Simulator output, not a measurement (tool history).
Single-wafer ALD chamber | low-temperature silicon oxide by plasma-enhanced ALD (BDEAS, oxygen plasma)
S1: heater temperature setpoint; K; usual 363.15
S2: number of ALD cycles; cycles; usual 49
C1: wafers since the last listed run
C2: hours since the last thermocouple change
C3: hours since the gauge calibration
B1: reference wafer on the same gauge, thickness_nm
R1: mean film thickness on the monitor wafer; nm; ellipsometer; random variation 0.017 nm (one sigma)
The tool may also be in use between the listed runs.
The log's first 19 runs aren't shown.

run    hour      S1  S2   C1      C2      C3     B1     R1
 20  1892.8  363.15  57  319  1108.1   717.1  7.349  7.947
 21  1988.4  352.15  45  330  1203.7   812.7  7.352  6.517
 22  2065.1  352.15  53  265  1280.4   889.4  7.354   7.68
 23  2166.5  363.15  49  350  1381.8   990.8  7.348  6.784
 24  2204.8  356.15  56  132  1420.1  1029.1  7.346  7.987
     2236.9  -- thermocouple changed; heater temperature recalibrated
 25  2298.2  363.15  49  295    61.3  1122.5  7.347  6.914
 26  2358.7  351.15  49  209   121.8    1183  7.351  7.231
 27  2425.6  363.15  49  231   188.7  1249.9  7.349  6.937
 28  2516.6  373.15  56  314   279.7  1340.9  7.348  7.606
 29  2605.3  357.15  41  306   368.4  1429.6  7.354  5.921
 30  2705.4  363.15  49  346   468.5  1529.7  7.346  6.915
 31  2743.1  356.15  46  130   506.2  1567.4  7.344  6.642
 32  2793.8  375.15  52  175   556.9  1618.1  7.348  7.009
 33  2900.9  348.15  43  370     664  1725.2  7.352  6.398
 34  3000.8  363.15  49  345   763.9  1825.1  7.347  6.887
 35    3057  363.15  41  194   820.1  1881.3   7.35  5.771
 36  3159.3  371.15  40  353   922.4  1983.6  7.349  5.447

Forecast each of these 3 alternatives for the next run:
  A  3159.8  363.15  49   1  922.9  1984.1   ?   ?
  B  3159.8  350.15  54   1  922.9  1984.1   ?   ?
  C  3159.8  370.15  58   1  922.9  1984.1   ?   ?

run     B1     R1
  A  7.352    6.9
  B  7.352  7.973
  C  7.352  7.953
Without the tool's hidden state the same runs would have given:
run     R1
  A  6.941
  B  8.018
  C  8.002
